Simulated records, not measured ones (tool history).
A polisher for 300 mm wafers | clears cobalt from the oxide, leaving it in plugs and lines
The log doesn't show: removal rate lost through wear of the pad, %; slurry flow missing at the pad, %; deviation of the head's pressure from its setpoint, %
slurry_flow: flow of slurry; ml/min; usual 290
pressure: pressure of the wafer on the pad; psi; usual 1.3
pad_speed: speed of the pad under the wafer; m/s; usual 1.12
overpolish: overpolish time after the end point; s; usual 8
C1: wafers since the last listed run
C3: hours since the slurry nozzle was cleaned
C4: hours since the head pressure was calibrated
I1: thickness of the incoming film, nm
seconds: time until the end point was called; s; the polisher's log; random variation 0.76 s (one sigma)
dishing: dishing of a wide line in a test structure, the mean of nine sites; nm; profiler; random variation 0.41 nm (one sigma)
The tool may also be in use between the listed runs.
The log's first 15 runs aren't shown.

run 16 hour=866.2 | slurry_flow=290 pressure=1.3 pad_speed=1.12 overpolish=8 | C1=226 wafers_polished_on_this_pad=239 C3=582.6 C4=304.5 | I1=356.5 | seconds=93.8 dishing=22.3
-- hour=868.4 slurry nozzle cleaned
run 17 hour=920.4 | slurry_flow=290 pressure=1.5 pad_speed=0.88 overpolish=8 | C1=267 wafers_polished_on_this_pad=506 C3=52 C4=358.7 | I1=357.1 | seconds=100.5 dishing=21.8
run 18 hour=980.2 | slurry_flow=290 pressure=1.6 pad_speed=1.12 overpolish=8 | C1=300 wafers_polished_on_this_pad=806 C3=111.8 C4=418.5 | I1=366.4 | seconds=76.7 dishing=27.6
run 19 hour=1045.9 | slurry_flow=290 pressure=1.7 pad_speed=1.12 overpolish=8 | C1=329 wafers_polished_on_this_pad=1136 C3=177.5 C4=484.2 | I1=359.9 | seconds=71.3 dishing=29
run 20 hour=1072.1 | slurry_flow=290 pressure=1.3 pad_speed=0.82 overpolish=8 | C1=131 wafers_polished_on_this_pad=1267 C3=203.7 C4=510.4 | I1=359.5 | seconds=125.1 dishing=17.7
run 21 hour=1107.6 | slurry_flow=290 pressure=1.3 pad_speed=1.26 overpolish=8 | C1=178 wafers_polished_on_this_pad=1446 C3=239.2 C4=545.9 | I1=356 | seconds=82.6 dishing=25.3
run 22 hour=1134 | slurry_flow=290 pressure=1.7 pad_speed=1.52 overpolish=8 | C1=132 wafers_polished_on_this_pad=1578 C3=265.6 C4=572.3 | I1=360.8 | seconds=53.6 dishing=36.7
run 23 hour=1191 | slurry_flow=290 pressure=1.3 pad_speed=1.12 overpolish=8 | C1=286 wafers_polished_on_this_pad=1864 C3=322.6 C4=629.3 | I1=358.8 | seconds=93.6 dishing=22.9
run 24 hour=1230.9 | slurry_flow=290 pressure=1.3 pad_speed=1.12 overpolish=8 | C1=200 wafers_polished_on_this_pad=2065 C3=362.5 C4=669.2 | I1=359.4 | seconds=94 dishing=23.5
run 25 hour=1292.7 | slurry_flow=370 pressure=1.3 pad_speed=1.12 overpolish=8 | C1=310 wafers_polished_on_this_pad=2375 C3=424.3 C4=731 | I1=365.3 | seconds=92.7 dishing=23.8
run 26 hour=1334.9 | slurry_flow=290 pressure=1.3 pad_speed=1.12 overpolish=8 | C1=211 wafers_polished_on_this_pad=2587 C3=466.5 C4=773.2 | I1=356.3 | seconds=94 dishing=22.6
-- hour=1397.4 worn pad replaced by a new one
-- hour=1476 head pressure recalibrated
-- hour=1478.9 slurry nozzle cleaned
run 27 hour=1536.9 | slurry_flow=235 pressure=0.9 pad_speed=1.38 overpolish=8 | C1=979 wafers_polished_on_this_pad=685 C3=58 C4=60.9 | I1=360.9 | seconds=108.3 dishing=20.9
run 28 hour=1577.9 | slurry_flow=290 pressure=0.9 pad_speed=0.82 overpolish=6 | C1=205 wafers_polished_on_this_pad=891 C3=99 C4=101.9 | I1=357.3 | seconds=179.8 dishing=10.6
run 29 hour=1644.9 | slurry_flow=290 pressure=1.3 pad_speed=1.12 overpolish=5 | C1=336 wafers_polished_on_this_pad=1227 C3=166 C4=168.9 | I1=358.8 | seconds=91.9 dishing=15.5
run 30 hour=1701.8 | slurry_flow=290 pressure=1.3 pad_speed=1.12 overpolish=8 | C1=285 wafers_polished_on_this_pad=1513 C3=222.9 C4=225.8 | I1=355.3 | seconds=90.6 dishing=23.9
run 31 hour=1744 | slurry_flow=290 pressure=1.3 pad_speed=0.76 overpolish=8 | C1=211 wafers_polished_on_this_pad=1725 C3=265.1 C4=268 | I1=358.7 | seconds=134.7 dishing=16.7
run 32 hour=1782.7 | slurry_flow=290 pressure=1.3 pad_speed=1.12 overpolish=8 | C1=194 wafers_polished_on_this_pad=1919 C3=303.8 C4=306.7 | I1=362.2 | seconds=93 dishing=23.1
run 33 hour=1853.5 | slurry_flow=240 pressure=1.3 pad_speed=1.12 overpolish=8 | C1=355 wafers_polished_on_this_pad=2274 C3=374.6 C4=377.5 | I1=364.2 | seconds=96.5 dishing=22.6
run 34 hour=1904.3 | slurry_flow=330 pressure=0.8 pad_speed=0.72 overpolish=3 | C1=255 wafers_polished_on_this_pad=2529 C3=425.4 C4=428.3 | I1=363.9 | seconds=233.6 dishing=4.1
-- hour=1945.2 worn pad replaced by a new one
run 35 hour=1961.8 | slurry_flow=250 pressure=1.3 pad_speed=1.12 overpolish=3 | C1=268 wafers_polished_on_this_pad=83 C3=482.9 C4=485.8 | I1=357.6 | seconds=96.2 dishing=9.6

3 ways to go on from here, each from the tool as it stands after run 35. What would each give?
run A hour=1962.3 | slurry_flow=290 pressure=1.3 pad_speed=1.48 overpolish=8 | C1=2 wafers_polished_on_this_pad=85 C3=483.4 C4=486.3 | I1=360.9 | seconds=? dishing=?
run B hour=1962.3 | slurry_flow=235 pressure=1.3 pad_speed=1.12 overpolish=8 | C1=2 wafers_polished_on_this_pad=85 C3=483.4 C4=486.3 | I1=360.9 | seconds=? dishing=?
run C hour=1962.3 | slurry_flow=290 pressure=1.5 pad_speed=1.12 overpolish=8 | C1=2 wafers_polished_on_this_pad=85 C3=483.4 C4=486.3 | I1=360.9 | seconds=? dishing=?

run=A seconds=70.7 dishing=28.5
run=B seconds=95.9 dishing=22.4
run=C seconds=81.1 dishing=25.6
Without the tool's hidden state the same runs would have given:
run=A seconds=68.5 dishing=29.2
run=B seconds=92.3 dishing=23.1
run=C seconds=78.7 dishing=26.2
